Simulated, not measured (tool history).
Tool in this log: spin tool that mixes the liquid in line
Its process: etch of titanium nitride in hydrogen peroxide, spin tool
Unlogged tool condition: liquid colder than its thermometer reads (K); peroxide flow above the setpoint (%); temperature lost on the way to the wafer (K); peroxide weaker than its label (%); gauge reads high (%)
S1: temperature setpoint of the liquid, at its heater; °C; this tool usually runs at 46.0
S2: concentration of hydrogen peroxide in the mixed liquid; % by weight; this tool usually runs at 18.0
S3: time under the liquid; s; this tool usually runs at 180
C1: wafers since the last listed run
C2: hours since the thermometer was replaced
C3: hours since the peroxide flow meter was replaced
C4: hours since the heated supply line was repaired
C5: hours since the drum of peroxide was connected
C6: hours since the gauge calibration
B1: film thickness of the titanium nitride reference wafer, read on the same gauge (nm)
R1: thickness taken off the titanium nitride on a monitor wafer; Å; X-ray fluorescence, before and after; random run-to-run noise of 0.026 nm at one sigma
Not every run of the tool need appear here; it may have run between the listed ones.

run 1 hour=0.0 | S1=46.0 S2=18.0 S3=180 | C1=0 C2=10.3 C3=77.7 C4=2431.6 C5=83.5 C6=2350.8 | B1=59.99 | R1=59.7
-- hour=96.8 gauge calibrated
run 2 hour=102.9 | S1=46.0 S2=18.0 S3=180 | C1=827 C2=113.2 C3=180.6 C4=2534.5 C5=186.4 C6=6.1 | B1=60.00 | R1=59.3
run 3 hour=156.2 | S1=46.0 S2=18.0 S3=180 | C1=428 C2=166.5 C3=233.9 C4=2587.8 C5=239.7 C6=59.4 | B1=60.01 | R1=59.1
run 4 hour=183.7 | S1=46.0 S2=18.0 S3=180 | C1=221 C2=194.0 C3=261.4 C4=2615.3 C5=267.2 C6=86.9 | B1=59.98 | R1=58.8
-- hour=190.7 heated supply line repaired
run 5 hour=229.9 | S1=38.0 S2=18.0 S3=180 | C1=363 C2=240.2 C3=307.6 C4=39.2 C5=313.4 C6=133.1 | B1=60.01 | R1=34.4
run 6 hour=272.3 | S1=39.5 S2=21.5 S3=235 | C1=341 C2=282.6 C3=350.0 C4=81.6 C5=355.8 C6=175.5 | B1=60.02 | R1=52.6
run 7 hour=322.7 | S1=46.0 S2=18.0 S3=180 | C1=405 C2=333.0 C3=400.4 C4=132.0 C5=406.2 C6=225.9 | B1=60.00 | R1=63.4
run 8 hour=364.7 | S1=41.0 S2=19.5 S3=245 | C1=337 C2=375.0 C3=442.4 C4=174.0 C5=448.2 C6=267.9 | B1=59.98 | R1=59.5
-- hour=389.1 new drum of peroxide connected
run 9 hour=510.2 | S1=38.0 S2=18.0 S3=180 | C1=1162 C2=520.5 C3=587.9 C4=319.5 C5=121.1 C6=413.4 | B1=60.01 | R1=34.3
run 10 hour=569.5 | S1=46.0 S2=16.0 S3=100 | C1=477 C2=579.8 C3=647.2 C4=378.8 C5=180.4 C6=472.7 | B1=60.03 | R1=34.0
run 11 hour=614.3 | S1=54.0 S2=20.5 S3=270 | C1=360 C2=624.6 C3=692.0 C4=423.6 C5=225.2 C6=517.5 | B1=60.00 | R1=170.3
-- hour=662.1 thermometer replaced
run 12 hour=677.1 | S1=39.5 S2=16.0 S3=85 | C1=497 C2=15.0 C3=754.8 C4=486.4 C5=288.0 C6=580.3 | B1=60.02 | R1=17.6
run 13 hour=727.0 | S1=49.5 S2=20.5 S3=145 | C1=401 C2=64.9 C3=804.7 C4=536.3 C5=337.9 C6=630.2 | B1=60.00 | R1=66.4
run 14 hour=772.8 | S1=39.5 S2=13.0 S3=285 | C1=368 C2=110.7 C3=850.5 C4=582.1 C5=383.7 C6=676.0 | B1=60.01 | R1=56.1
run 15 hour=807.8 | S1=53.5 S2=18.0 S3=100 | C1=281 C2=145.7 C3=885.5 C4=617.1 C5=418.7 C6=711.0 | B1=60.02 | R1=59.2
run 16 hour=839.3 | S1=46.0 S2=18.0 S3=180 | C1=253 C2=177.2 C3=917.0 C4=648.6 C5=450.2 C6=742.5 | B1=59.98 | R1=62.3
-- hour=843.1 new drum of peroxide connected
run 17 hour=910.3 | S1=37.0 S2=16.5 S3=215 | C1=563 C2=248.2 C3=988.0 C4=719.6 C5=67.2 C6=813.5 | B1=59.99 | R1=36.3
run 18 hour=1049.7 | S1=46.0 S2=20.5 S3=255 | C1=1121 C2=387.6 C3=1127.4 C4=859.0 C5=206.6 C6=952.9 | B1=60.04 | R1=89.8
run 19 hour=1102.1 | S1=52.5 S2=18.0 S3=180 | C1=421 C2=440.0 C3=1179.8 C4=911.4 C5=259.0 C6=1005.3 | B1=59.99 | R1=99.4
run 20 hour=1132.3 | S1=49.5 S2=12.5 S3=145 | C1=242 C2=470.2 C3=1210.0 C4=941.6 C5=289.2 C6=1035.5 | B1=59.96 | R1=59.5
run 21 hour=1160.9 | S1=46.0 S2=18.0 S3=180 | C1=230 C2=498.8 C3=1238.6 C4=970.2 C5=317.8 C6=1064.1 | B1=59.99 | R1=61.5
run 22 hour=1192.8 | S1=46.0 S2=18.0 S3=180 | C1=256 C2=530.7 C3=1270.5 C4=1002.1 C5=349.7 C6=1096.0 | B1=59.99 | R1=61.3

For run 23, what comes out?
-- hour=1251.0 new drum of peroxide connected
run 23 hour=1264.8 | S1=46.0 S2=22.0 S3=180 | C1=571 C2=602.7 C3=1342.5 C4=1074.1 C5=13.8 C6=1168.0 | B1=? | R1=?

{"run 23": {"B1": 60.01, "R1": 64.5}}
On a tool with no hidden condition, and with the same random variation, this run would have come out at R1 66.2 Å.
